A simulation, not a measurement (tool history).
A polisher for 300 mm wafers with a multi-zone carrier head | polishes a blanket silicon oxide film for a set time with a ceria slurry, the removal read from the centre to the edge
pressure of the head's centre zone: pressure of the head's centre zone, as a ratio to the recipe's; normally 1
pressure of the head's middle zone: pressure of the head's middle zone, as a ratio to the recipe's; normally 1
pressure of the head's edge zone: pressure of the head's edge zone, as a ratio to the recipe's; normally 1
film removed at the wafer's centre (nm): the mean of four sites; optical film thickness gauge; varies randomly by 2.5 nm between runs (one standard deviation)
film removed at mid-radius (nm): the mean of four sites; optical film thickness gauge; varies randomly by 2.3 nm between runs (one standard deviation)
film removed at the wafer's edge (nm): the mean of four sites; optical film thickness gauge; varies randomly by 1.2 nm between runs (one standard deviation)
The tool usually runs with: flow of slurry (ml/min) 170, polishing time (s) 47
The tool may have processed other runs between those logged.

run	hour	flow of slurry (ml/min)	pressure of the head's centre zone	pressure of the head's middle zone	pressure of the head's edge zone	polishing time (s)	wafers since the last listed run	wafers polished on this pad	hours since the slurry nozzle was cleaned	hours since the centre zone pressure was calibrated	hours since the edge zone pressure was calibrated	hours since the carrier head's membrane was replaced	incoming thickness of the incoming film, nm	film removed at the wafer's centre (nm)	film removed at mid-radius (nm)	film removed at the wafer's edge (nm)
1	0	170	1	1.07	0.95	47	0	2418	189.4	570.9	9.9	1177.2	1173.1	165	174.6	152.9
# hour 9.5: worn pad replaced by a new one
2	12.8	170	1	1	1	47	108	40	202.2	583.7	22.7	1190	1180.6	189.9	183.4	179.5
# hour 25.7: slurry nozzle cleaned
3	33.6	170	1	1	1	47	243	283	7.9	604.5	43.5	1210.8	1166.4	194.7	189.3	178.3
4	57.3	170	1	1	1	47	291	574	31.6	628.2	67.2	1234.5	1173.3	193.8	183.5	177.6
5	77.5	170	1	1	1	47	248	822	51.8	648.4	87.4	1254.7	1193.6	191.9	182.4	174.9
6	106.2	140	1.06	1	1	53	352	1174	80.5	677.1	116.1	1283.4	1188.9	218.4	195.8	192
7	129.2	140	1	1.12	1	32	282	1457	103.5	700.1	139.1	1306.4	1172	122.3	130.6	113.8
# hour 160: carrier head's membrane replaced by a new one
8	160.5	170	1	1	1.1	37	323	1780	134.8	731.4	170.4	0.5	1172.7	140.6	139.1	138
# hour 195: worn pad replaced by a new one
9	195.5	170	1	1	1	47	380	6	169.8	766.4	205.4	35.5	1190.9	190.8	186.3	178.7
10	226.4	170	1.04	1	1	47	379	386	200.7	797.3	236.3	66.4	1188.8	198.4	182.1	179.6
# hour 228.6: centre zone pressure recalibrated
# hour 254.9: slurry nozzle cleaned
11	260.9	170	0.89	1	1	47	386	772	6	32.3	270.8	100.9	1180.8	170.8	186.6	176.3
12	289	170	1	1	1.09	41	345	1118	34.1	60.4	298.9	129	1182.1	165.5	159.1	158.1
13	315.6	200	0.97	1	1	34	326	1444	60.7	87	325.5	155.6	1202.9	134.5	131.1	127.1
# hour 364.2: worn pad replaced by a new one
14	366.1	170	1	1	1	47	571	23	111.2	137.5	376	206.1	1175.8	191	186.6	178.6
15	392.1	170	1	1	1	47	319	342	137.2	163.5	402	232.1	1174.3	192.7	184	180.7
16	413.9	170	1	1	1.1	36	267	610	159	185.3	423.8	253.9	1170.7	147.3	140.5	143.1
17	428.6	170	1	0.95	1	47	180	791	173.7	200	438.5	268.6	1185.9	190.5	172.5	174.4
18	452.1	170	1.1	1	1	56	288	1079	197.2	223.5	462	292.1	1191.6	247.3	214.1	207.4
19	481.4	215	0.88	1	1	56	359	1439	226.5	252.8	491.3	321.4	1169.8	198.3	219	211
# hour 496.3: slurry nozzle cleaned
20	510	190	1	1.1	1	42	339	1778	13.7	281.4	519.9	350	1196.7	162.4	175.5	149.4
21	538.8	170	1	1.05	1	47	353	2132	42.5	310.2	548.7	378.8	1187.1	177.2	176.6	163.5
# hour 562.8: worn pad replaced by a new one
22	569.7	190	0.9	1	1	47	330	84	73.4	341.1	579.6	409.7	1189.3	177.3	191.1	179.7

Consider 4 possible next runs. They are alternatives, not a sequence: every one starts from the tool as it was left by run 22. What does each give?
A	570.1	170	1	1	1	40	4	89	73.8	341.5	580	410.1	1183.6	?	?	?
B	570.1	205	1	0.9	1	47	4	89	73.8	341.5	580	410.1	1183.6	?	?	?
C	570.1	220	1	1	1.04	47	4	89	73.8	341.5	580	410.1	1183.6	?	?	?
D	570.1	170	1.05	1.09	0.97	59	4	89	73.8	341.5	580	410.1	1183.6	?	?	?

run	film removed at the wafer's centre (nm)	film removed at mid-radius (nm)	film removed at the wafer's edge (nm)
A	163	155.8	150.9
B	196.9	171.9	180.8
C	198.9	189.3	185.2
D	252.7	247.2	219.1
Without the tool's unlogged condition, the same runs would have read:
run	film removed at the wafer's centre (nm)	film removed at mid-radius (nm)	film removed at the wafer's edge (nm)
A	163.1	155.9	151
B	197	171.9	180.9
C	199	189.4	185.3
D	252.8	247.3	219.2
